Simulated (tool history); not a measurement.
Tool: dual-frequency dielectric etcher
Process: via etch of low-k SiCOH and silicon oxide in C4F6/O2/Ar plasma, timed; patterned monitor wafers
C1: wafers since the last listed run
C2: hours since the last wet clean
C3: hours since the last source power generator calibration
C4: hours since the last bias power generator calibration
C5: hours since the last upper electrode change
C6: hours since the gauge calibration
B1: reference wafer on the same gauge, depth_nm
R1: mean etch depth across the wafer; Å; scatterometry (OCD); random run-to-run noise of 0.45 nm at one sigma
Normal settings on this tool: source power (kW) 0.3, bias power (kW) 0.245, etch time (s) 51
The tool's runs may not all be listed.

{"run": 1, "hour": 0.0, "source power (kW)": 0.3, "bias power (kW)": 0.245, "etch time (s)": 51, "C1": 0, "C2": 228.8, "C3": 3806.7, "C4": 2905.9, "C5": 5998.6, "C6": 46.8, "B1": 120.2, "R1": 1111}
{"run": 2, "hour": 18.6, "source power (kW)": 0.3, "bias power (kW)": 0.245, "etch time (s)": 51, "C1": 340, "C2": 247.4, "C3": 3825.3, "C4": 2924.5, "C5": 6017.2, "C6": 65.4, "B1": 120, "R1": 1100}
{"run": 3, "hour": 35.0, "source power (kW)": 0.3, "bias power (kW)": 0.245, "etch time (s)": 57, "C1": 300, "C2": 263.8, "C3": 3841.7, "C4": 2940.9, "C5": 6033.6, "C6": 81.8, "B1": 120.2, "R1": 1247}
{"run": 4, "hour": 55.9, "source power (kW)": 0.3, "bias power (kW)": 0.245, "etch time (s)": 57, "C1": 382, "C2": 284.7, "C3": 3862.6, "C4": 2961.8, "C5": 6054.5, "C6": 102.7, "B1": 120, "R1": 1236}
{"run": 5, "hour": 73.1, "source power (kW)": 0.3, "bias power (kW)": 0.245, "etch time (s)": 57, "C1": 314, "C2": 301.9, "C3": 3879.8, "C4": 2979, "C5": 6071.7, "C6": 119.9, "B1": 120, "R1": 1252}
{"run": 6, "hour": 93.0, "source power (kW)": 0.3, "bias power (kW)": 0.245, "etch time (s)": 46.5, "C1": 364, "C2": 321.8, "C3": 3899.7, "C4": 2998.9, "C5": 6091.6, "C6": 139.8, "B1": 119.9, "R1": 1014}
{"run": 7, "hour": 123.7, "source power (kW)": 0.3, "bias power (kW)": 0.245, "etch time (s)": 46.5, "C1": 562, "C2": 352.5, "C3": 3930.4, "C4": 3029.6, "C5": 6122.3, "C6": 170.5, "B1": 120, "R1": 1030}
{"hour": 144.5, "done": "source power generator calibrated"}
{"hour": 150.5, "done": "wet clean of the chamber"}
{"run": 8, "hour": 151.0, "source power (kW)": 0.3, "bias power (kW)": 0.245, "etch time (s)": 51, "C1": 317, "C2": 0.5, "C3": 6.5, "C4": 3056.9, "C5": 6149.6, "C6": 197.8, "B1": 120.1, "R1": 1076}
{"run": 9, "hour": 164.9, "source power (kW)": 0.3, "bias power (kW)": 0.245, "etch time (s)": 51, "C1": 254, "C2": 14.4, "C3": 20.4, "C4": 3070.8, "C5": 6163.5, "C6": 211.7, "B1": 120.1, "R1": 1073}
{"run": 10, "hour": 199.8, "source power (kW)": 0.37, "bias power (kW)": 0.297, "etch time (s)": 63, "C1": 639, "C2": 49.3, "C3": 55.3, "C4": 3105.7, "C5": 6198.4, "C6": 246.6, "B1": 120.1, "R1": 1586}

Run 11 is up next; what results do you expect?
{"run": 11, "hour": 214.7, "source power (kW)": 0.37, "bias power (kW)": 0.297, "etch time (s)": 63, "C1": 272, "C2": 64.2, "C3": 70.2, "C4": 3120.6, "C5": 6213.3, "C6": 261.5, "B1": "?", "R1": "?"}

Run 11 yielded B1 120, R1 1594 Å.
Minus the tool's unlogged condition, the same run would have read R1 1581 Å.

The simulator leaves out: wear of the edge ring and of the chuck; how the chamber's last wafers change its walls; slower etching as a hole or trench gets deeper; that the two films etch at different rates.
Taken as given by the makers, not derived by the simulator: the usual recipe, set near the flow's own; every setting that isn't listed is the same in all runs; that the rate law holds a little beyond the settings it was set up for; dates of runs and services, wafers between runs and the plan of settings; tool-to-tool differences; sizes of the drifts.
